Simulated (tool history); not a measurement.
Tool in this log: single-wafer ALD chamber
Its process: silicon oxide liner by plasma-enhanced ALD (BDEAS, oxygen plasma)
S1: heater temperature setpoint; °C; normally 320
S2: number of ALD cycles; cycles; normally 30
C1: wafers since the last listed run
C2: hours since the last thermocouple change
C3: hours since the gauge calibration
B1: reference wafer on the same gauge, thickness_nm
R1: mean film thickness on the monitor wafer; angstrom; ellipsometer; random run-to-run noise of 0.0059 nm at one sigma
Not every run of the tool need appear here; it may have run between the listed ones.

{"run": 1, "hour": 0.0, "S1": 320, "S2": 30, "C1": 0, "C2": 1604.8, "C3": 651.5, "B1": 2.739, "R1": 23.5}
{"run": 2, "hour": 66.7, "S1": 320, "S2": 30, "C1": 741, "C2": 1671.5, "C3": 718.2, "B1": 2.74, "R1": 23.45}
{"run": 3, "hour": 114.3, "S1": 320, "S2": 30, "C1": 529, "C2": 1719.1, "C3": 765.8, "B1": 2.74, "R1": 23.56}
{"run": 4, "hour": 167.8, "S1": 320, "S2": 30, "C1": 594, "C2": 1772.6, "C3": 819.3, "B1": 2.739, "R1": 23.49}
{"run": 5, "hour": 263.4, "S1": 320, "S2": 30, "C1": 1062, "C2": 1868.2, "C3": 914.9, "B1": 2.739, "R1": 23.5}
{"run": 6, "hour": 447.1, "S1": 320, "S2": 30, "C1": 2041, "C2": 2051.9, "C3": 1098.6, "B1": 2.741, "R1": 23.49}
{"run": 7, "hour": 532.7, "S1": 320, "S2": 30, "C1": 951, "C2": 2137.5, "C3": 1184.2, "B1": 2.741, "R1": 23.58}
{"run": 8, "hour": 571.3, "S1": 320, "S2": 30, "C1": 429, "C2": 2176.1, "C3": 1222.8, "B1": 2.74, "R1": 23.46}
{"run": 9, "hour": 671.2, "S1": 320, "S2": 30, "C1": 1110, "C2": 2276, "C3": 1322.7, "B1": 2.741, "R1": 23.65}
{"run": 10, "hour": 905.2, "S1": 320, "S2": 30, "C1": 2600, "C2": 2510, "C3": 1556.7, "B1": 2.74, "R1": 23.57}
{"hour": 997.0, "done": "thermocouple changed; heater temperature recalibrated"}
{"run": 11, "hour": 997.5, "S1": 320, "S2": 30, "C1": 937, "C2": 0.5, "C3": 1649, "B1": 2.742, "R1": 23.42}
{"run": 12, "hour": 1083.6, "S1": 320, "S2": 30, "C1": 957, "C2": 86.6, "C3": 1735.1, "B1": 2.741, "R1": 23.54}
{"run": 13, "hour": 1139.9, "S1": 327, "S2": 25, "C1": 625, "C2": 142.9, "C3": 1791.4, "B1": 2.74, "R1": 19.43}
{"run": 14, "hour": 1190.3, "S1": 320, "S2": 30, "C1": 560, "C2": 193.3, "C3": 1841.8, "B1": 2.74, "R1": 23.51}
{"hour": 1229.1, "done": "gauge calibrated"}
{"run": 15, "hour": 1229.7, "S1": 324, "S2": 30, "C1": 437, "C2": 232.7, "C3": 0.6, "B1": 2.739, "R1": 23.45}
{"run": 16, "hour": 1299.4, "S1": 320, "S2": 30, "C1": 774, "C2": 302.4, "C3": 70.3, "B1": 2.739, "R1": 23.48}
{"run": 17, "hour": 1392.6, "S1": 328, "S2": 33, "C1": 1035, "C2": 395.6, "C3": 163.5, "B1": 2.741, "R1": 25.54}
{"run": 18, "hour": 1470.1, "S1": 320, "S2": 30, "C1": 861, "C2": 473.1, "C3": 241, "B1": 2.74, "R1": 23.44}
{"run": 19, "hour": 1513.8, "S1": 308, "S2": 26, "C1": 485, "C2": 516.8, "C3": 284.7, "B1": 2.738, "R1": 20.7}
{"run": 20, "hour": 1593.9, "S1": 312, "S2": 34, "C1": 890, "C2": 596.9, "C3": 364.8, "B1": 2.739, "R1": 26.99}
{"run": 21, "hour": 1693.1, "S1": 320, "S2": 30, "C1": 1102, "C2": 696.1, "C3": 464, "B1": 2.74, "R1": 23.59}
{"run": 22, "hour": 1732.2, "S1": 314, "S2": 33, "C1": 434, "C2": 735.2, "C3": 503.1, "B1": 2.739, "R1": 26.19}
{"run": 23, "hour": 1831.0, "S1": 320, "S2": 30, "C1": 1098, "C2": 834, "C3": 601.9, "B1": 2.739, "R1": 23.53}
{"run": 24, "hour": 1912.5, "S1": 308, "S2": 33, "C1": 905, "C2": 915.5, "C3": 683.4, "B1": 2.741, "R1": 26.36}

4 options for the next run, each taken on its own from the tool as it stands now. Forecast them:
{"run": "A", "hour": 1912.9, "S1": 331, "S2": 30, "C1": 4, "C2": 915.9, "C3": 683.8, "B1": "?", "R1": "?"}
{"run": "B", "hour": 1912.9, "S1": 306, "S2": 35, "C1": 4, "C2": 915.9, "C3": 683.8, "B1": "?", "R1": "?"}
{"run": "C", "hour": 1912.9, "S1": 330, "S2": 26, "C1": 4, "C2": 915.9, "C3": 683.8, "B1": "?", "R1": "?"}
{"run": "D", "hour": 1912.9, "S1": 308, "S2": 30, "C1": 4, "C2": 915.9, "C3": 683.8, "B1": "?", "R1": "?"}

run=A B1=2.741 R1=23.01
run=B B1=2.741 R1=27.92
run=C B1=2.741 R1=19.97
run=D B1=2.741 R1=23.86
With the hidden condition removed and each run's random variation left untouched, the same runs would have given:
run=A R1=23.01
run=B R1=27.92
run=C R1=19.97
run=D R1=23.86

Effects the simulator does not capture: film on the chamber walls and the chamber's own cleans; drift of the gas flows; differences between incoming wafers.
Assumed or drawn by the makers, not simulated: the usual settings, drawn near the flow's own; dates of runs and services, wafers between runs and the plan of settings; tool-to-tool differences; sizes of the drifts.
